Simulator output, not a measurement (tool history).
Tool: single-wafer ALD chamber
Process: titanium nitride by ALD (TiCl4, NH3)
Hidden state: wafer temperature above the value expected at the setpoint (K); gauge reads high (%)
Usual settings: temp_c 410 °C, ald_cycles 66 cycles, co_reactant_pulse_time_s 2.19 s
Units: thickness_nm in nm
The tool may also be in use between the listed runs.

run   hour  temp_c  ald_cycles  co_reactant_pulse_time_s  wafers since the last listed run  hours since the last thermocouple change  hours since the showerhead was replaced  hours since the gauge calibration  read-back reference wafer on the same gauge, thickness_nm  thickness_nm
  1      0     410          66                      1.75                                 0                                    1270.3                                   2879.3                              346.7                                                      1.348         1.445
  2   19.3     410          66                      1.75                                91                                    1289.6                                   2898.6                                366                                                      1.351         1.437
  3   33.9     410          66                      1.75                                68                                    1304.2                                   2913.2                              380.6                                                      1.351         1.443
  4   61.2     410          66                      2.19                               128                                    1331.5                                   2940.5                              407.9                                                       1.35         1.445
  5   85.2     410          66                      2.19                               113                                    1355.5                                   2964.5                              431.9                                                       1.35         1.441
  6  108.1     410          66                      2.19                               108                                    1378.4                                   2987.4                              454.8                                                       1.35         1.436
  7    138     410          66                      2.19                               141                                    1408.3                                   3017.3                              484.7                                                      1.351         1.445
  8  166.3     410          66                      2.19                               133                                    1436.6                                   3045.6                                513                                                      1.352         1.462
  9  193.6     410          66                      2.19                               128                                    1463.9                                   3072.9                              540.3                                                      1.351         1.445
 10  216.7     410          66                      1.99                               108                                      1487                                     3096                              563.4                                                      1.352         1.441
 11  232.8     410          66                      1.99                                75                                    1503.1                                   3112.1                              579.5                                                      1.349         1.443
 12  254.9     410          66                      1.99                               104                                    1525.2                                   3134.2                              601.6                                                      1.352         1.451
 13    277     407          66                      2.19                               104                                    1547.3                                   3156.3                              623.7                                                       1.35         1.447
 14  308.3     410          66                      2.19                               147                                    1578.6                                   3187.6                                655                                                       1.35          1.44
     314.2  -- gauge calibrated
 15    374     395          61                      1.74                               309                                    1644.3                                   3253.3                               59.8                                                      1.349         1.315
     387.6  -- showerhead replaced
 16  398.3     410          66                      1.75                                76                                    1668.6                                     10.7                               84.1                                                      1.352         1.446
 17  411.5     405          66                      1.39                                62                                    1681.8                                     23.9                               97.3                                                      1.349         1.423
 18  439.1     416          61                       2.6                               130                                    1709.4                                     51.5                              124.9                                                      1.352         1.343
     453.7  -- thermocouple changed; heater temperature recalibrated
 19  464.5     410          66                      2.19                                82                                      10.8                                     76.9                              150.3                                                      1.349         1.446
 20    495     425          54                      1.79                               143                                      41.3                                    107.4                              180.8                                                       1.35         1.194
 21  513.4     420          57                      2.85                                86                                      59.7                                    125.8                              199.2                                                      1.351          1.26
 22  540.5     425          66                      2.19                               127                                      86.8                                    152.9                              226.3                                                      1.351         1.458
 23  563.5     424          78                      2.19                               108                                     109.8                                    175.9                              249.3                                                      1.352         1.728
 24  577.2     424          63                      2.66                                64                                     123.5                                    189.6                                263                                                      1.352         1.407
 25  611.9     410          66                      2.19                               163                                     158.2                                    224.3                              297.7                                                       1.35         1.431
 26  687.5     410          66                      2.19                               356                                     233.8                                    299.9                              373.3                                                      1.353         1.449
 27  699.8     424          76                      3.05                                58                                     246.1                                    312.2                              385.6                                                       1.35          1.68

How the hidden state differs across the entries between the runs, from the last listed run before each to the first after it:
Between runs 14 and 15: gauge calibrated (hour 314.2)
  no hidden state differs between the two runs
Between runs 15 and 16: showerhead replaced (hour 387.6)
  no hidden state differs between the two runs
Between runs 18 and 19: thermocouple changed; heater temperature recalibrated (hour 453.7)
  no hidden state differs between the two runs
